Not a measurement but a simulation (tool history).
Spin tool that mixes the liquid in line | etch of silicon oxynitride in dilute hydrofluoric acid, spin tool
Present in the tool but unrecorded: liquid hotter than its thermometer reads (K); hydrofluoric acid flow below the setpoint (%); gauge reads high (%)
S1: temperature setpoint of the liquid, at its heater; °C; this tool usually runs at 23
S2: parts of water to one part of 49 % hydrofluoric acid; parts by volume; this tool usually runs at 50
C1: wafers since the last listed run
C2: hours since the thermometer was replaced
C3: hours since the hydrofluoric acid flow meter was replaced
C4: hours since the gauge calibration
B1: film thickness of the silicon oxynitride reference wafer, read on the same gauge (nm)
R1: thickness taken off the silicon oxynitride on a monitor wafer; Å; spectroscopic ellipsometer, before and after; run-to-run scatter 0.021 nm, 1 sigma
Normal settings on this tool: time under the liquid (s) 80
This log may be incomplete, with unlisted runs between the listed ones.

run 1 hour=0 | S1=25.5 S2=50 time_under_the_liquid_(s)=105 | C1=0 C2=2642.1 C3=2056.6 C4=58.3 | B1=90.01 | R1=91
run 2 hour=10.6 | S1=25.5 S2=50 time_under_the_liquid_(s)=105 | C1=134 C2=2652.7 C3=2067.2 C4=68.9 | B1=90.06 | R1=91.4
run 3 hour=16.6 | S1=19.5 S2=50 time_under_the_liquid_(s)=80 | C1=75 C2=2658.7 C3=2073.2 C4=74.9 | B1=89.99 | R1=51.6
run 4 hour=32.4 | S1=23 S2=50 time_under_the_liquid_(s)=80 | C1=200 C2=2674.5 C3=2089 C4=90.7 | B1=90 | R1=61.2
run 5 hour=49.5 | S1=23 S2=50 time_under_the_liquid_(s)=80 | C1=216 C2=2691.6 C3=2106.1 C4=107.8 | B1=90.06 | R1=61.2
run 6 hour=66.4 | S1=23 S2=50 time_under_the_liquid_(s)=80 | C1=213 C2=2708.5 C3=2123 C4=124.7 | B1=90.05 | R1=61.5
-- hour=74.6 hydrofluoric acid flow meter replaced
run 7 hour=78.7 | S1=23 S2=50 time_under_the_liquid_(s)=80 | C1=143 C2=2720.8 C3=4.1 C4=137 | B1=89.99 | R1=69.4
run 8 hour=91.4 | S1=23 S2=50 time_under_the_liquid_(s)=80 | C1=160 C2=2733.5 C3=16.8 C4=149.7 | B1=90.04 | R1=69.4
-- hour=92 gauge calibrated
-- hour=92.6 thermometer replaced
run 9 hour=107.5 | S1=23 S2=30 time_under_the_liquid_(s)=80 | C1=191 C2=14.9 C3=32.9 C4=15.5 | B1=90.01 | R1=117.1
run 10 hour=115.4 | S1=20 S2=50 time_under_the_liquid_(s)=50 | C1=100 C2=22.8 C3=40.8 C4=23.4 | B1=90.02 | R1=37.2
run 11 hour=130.5 | S1=25.5 S2=50 time_under_the_liquid_(s)=105 | C1=191 C2=37.9 C3=55.9 C4=38.5 | B1=89.99 | R1=102.1
run 12 hour=153.9 | S1=21 S2=50 time_under_the_liquid_(s)=80 | C1=296 C2=61.3 C3=79.3 C4=61.9 | B1=90.01 | R1=62.4
run 13 hour=170 | S1=25.5 S2=50 time_under_the_liquid_(s)=105 | C1=203 C2=77.4 C3=95.4 C4=78 | B1=90.01 | R1=102.2
run 14 hour=187.6 | S1=23 S2=50 time_under_the_liquid_(s)=120 | C1=222 C2=95 C3=113 C4=95.6 | B1=90.03 | R1=102.9
run 15 hour=198.9 | S1=23 S2=50 time_under_the_liquid_(s)=80 | C1=143 C2=106.3 C3=124.3 C4=106.9 | B1=89.99 | R1=68.8
run 16 hour=235.7 | S1=18.5 S2=25 time_under_the_liquid_(s)=120 | C1=465 C2=143.1 C3=161.1 C4=143.7 | B1=89.96 | R1=166.5

Alternative continuations, all from the tool just after run 16; predict every row:
run A hour=236.1 | S1=23 S2=50 time_under_the_liquid_(s)=45 | C1=5 C2=143.5 C3=161.5 C4=144.1 | B1=? | R1=?
run B hour=236.1 | S1=23 S2=60 time_under_the_liquid_(s)=55 | C1=5 C2=143.5 C3=161.5 C4=144.1 | B1=? | R1=?
run C hour=236.1 | S1=23 S2=65 time_under_the_liquid_(s)=50 | C1=5 C2=143.5 C3=161.5 C4=144.1 | B1=? | R1=?
run D hour=236.1 | S1=21.5 S2=65 time_under_the_liquid_(s)=40 | C1=5 C2=143.5 C3=161.5 C4=144.1 | B1=? | R1=?
run E hour=236.1 | S1=23 S2=35 time_under_the_liquid_(s)=125 | C1=5 C2=143.5 C3=161.5 C4=144.1 | B1=? | R1=?

run=A B1=90 R1=38.6
run=B B1=90 R1=39
run=C B1=90 R1=32.6
run=D B1=90 R1=24.2
run=E B1=90 R1=154.9
Take away the tool's hidden state, keep each run's random variation, and the runs would have read:
run=A R1=39.4
run=B R1=39.8
run=C R1=33.3
run=D R1=24.8
run=E R1=158.2

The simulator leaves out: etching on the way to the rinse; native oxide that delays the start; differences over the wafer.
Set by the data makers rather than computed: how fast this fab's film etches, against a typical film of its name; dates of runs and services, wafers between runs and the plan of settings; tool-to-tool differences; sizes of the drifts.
